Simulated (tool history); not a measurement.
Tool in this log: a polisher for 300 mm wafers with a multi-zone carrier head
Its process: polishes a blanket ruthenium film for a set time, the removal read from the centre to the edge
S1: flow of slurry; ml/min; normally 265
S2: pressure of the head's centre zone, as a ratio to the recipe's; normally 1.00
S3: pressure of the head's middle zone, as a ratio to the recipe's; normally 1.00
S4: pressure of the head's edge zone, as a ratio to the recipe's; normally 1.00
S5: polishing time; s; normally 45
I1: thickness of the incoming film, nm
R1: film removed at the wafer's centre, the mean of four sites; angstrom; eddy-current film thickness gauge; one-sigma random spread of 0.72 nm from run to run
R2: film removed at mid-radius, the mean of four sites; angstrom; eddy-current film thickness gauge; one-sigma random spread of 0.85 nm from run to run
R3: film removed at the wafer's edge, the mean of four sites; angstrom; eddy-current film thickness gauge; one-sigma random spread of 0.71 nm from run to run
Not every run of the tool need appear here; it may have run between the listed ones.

run,hour,S1,S2,S3,S4,S5,I1,R1,R2,R3
1,0.0,265,1.00,1.00,1.00,45,276.9,573,636,624
2,56.8,340,1.00,1.00,0.95,45,276.5,595,646,632
# hour 104.6: edge zone pressure recalibrated
3,106.8,340,1.00,1.00,0.95,45,279.2,597,655,617
# hour 114.2: carrier head's membrane replaced by a new one, of another model than before
4,153.5,265,1.00,0.91,1.00,41,283.9,502,528,568
# hour 196.2: centre zone pressure recalibrated
5,266.5,190,1.00,1.08,0.93,37,276.7,497,536,497
6,304.6,265,1.00,1.00,1.00,45,280.0,629,631,631
# hour 326.1: slurry nozzle cleaned
7,345.9,210,1.00,1.00,1.00,45,276.9,600,612,630
# hour 391.1: worn pad replaced by a new one
8,416.7,265,1.00,1.00,1.00,45,277.4,611,637,629
9,476.5,265,1.00,1.00,1.07,45,278.7,634,639,639
10,527.5,265,1.00,0.93,0.95,49,276.1,675,646,675
11,558.5,325,1.07,1.00,1.00,45,275.1,691,665,644
12,619.8,265,1.00,1.05,1.00,45,286.2,610,681,635
13,685.7,330,1.10,1.00,1.10,50,283.5,786,736,724
# hour 706.4: carrier head's membrane replaced by a new one
14,753.3,200,0.92,1.11,0.91,45,281.9,508,686,595
15,802.2,265,1.00,0.91,1.00,45,280.2,602,566,637
# hour 837.1: worn pad replaced by a new one
16,838.6,355,1.00,1.07,1.00,45,278.4,628,719,651
17,895.5,310,1.00,1.00,1.00,50,281.1,680,716,712
# hour 981.4: edge zone pressure recalibrated
18,1030.5,265,0.94,1.00,1.00,45,282.5,532,635,633
# hour 1091.9: slurry nozzle cleaned
19,1100.2,325,1.00,1.00,1.00,35,276.3,470,519,490
20,1124.9,265,1.00,1.00,1.00,45,283.6,594,635,637
21,1160.7,265,1.00,1.00,1.00,45,279.7,581,642,635
22,1221.1,180,1.08,1.08,0.93,45,281.2,615,668,598
# hour 1235.1: worn pad replaced by a new one
23,1269.7,265,1.12,1.00,1.00,45,277.4,685,648,638

Below are 3 alternative next runs, each starting from the tool's condition after run 23. Predict each:
A,1270.1,265,1.00,1.00,1.00,45,278.7,?,?,?
B,1270.1,265,0.97,1.00,1.08,45,278.7,?,?,?
C,1270.1,265,0.94,1.11,1.10,53,278.7,?,?,?

run,R1,R2,R3
A,587,649,621
B,564,649,636
C,637,865,752
With the hidden condition removed and each run's random variation left untouched, the same runs would have given:
run,R1,R2,R3
A,636,649,621
B,611,649,636
C,690,865,752

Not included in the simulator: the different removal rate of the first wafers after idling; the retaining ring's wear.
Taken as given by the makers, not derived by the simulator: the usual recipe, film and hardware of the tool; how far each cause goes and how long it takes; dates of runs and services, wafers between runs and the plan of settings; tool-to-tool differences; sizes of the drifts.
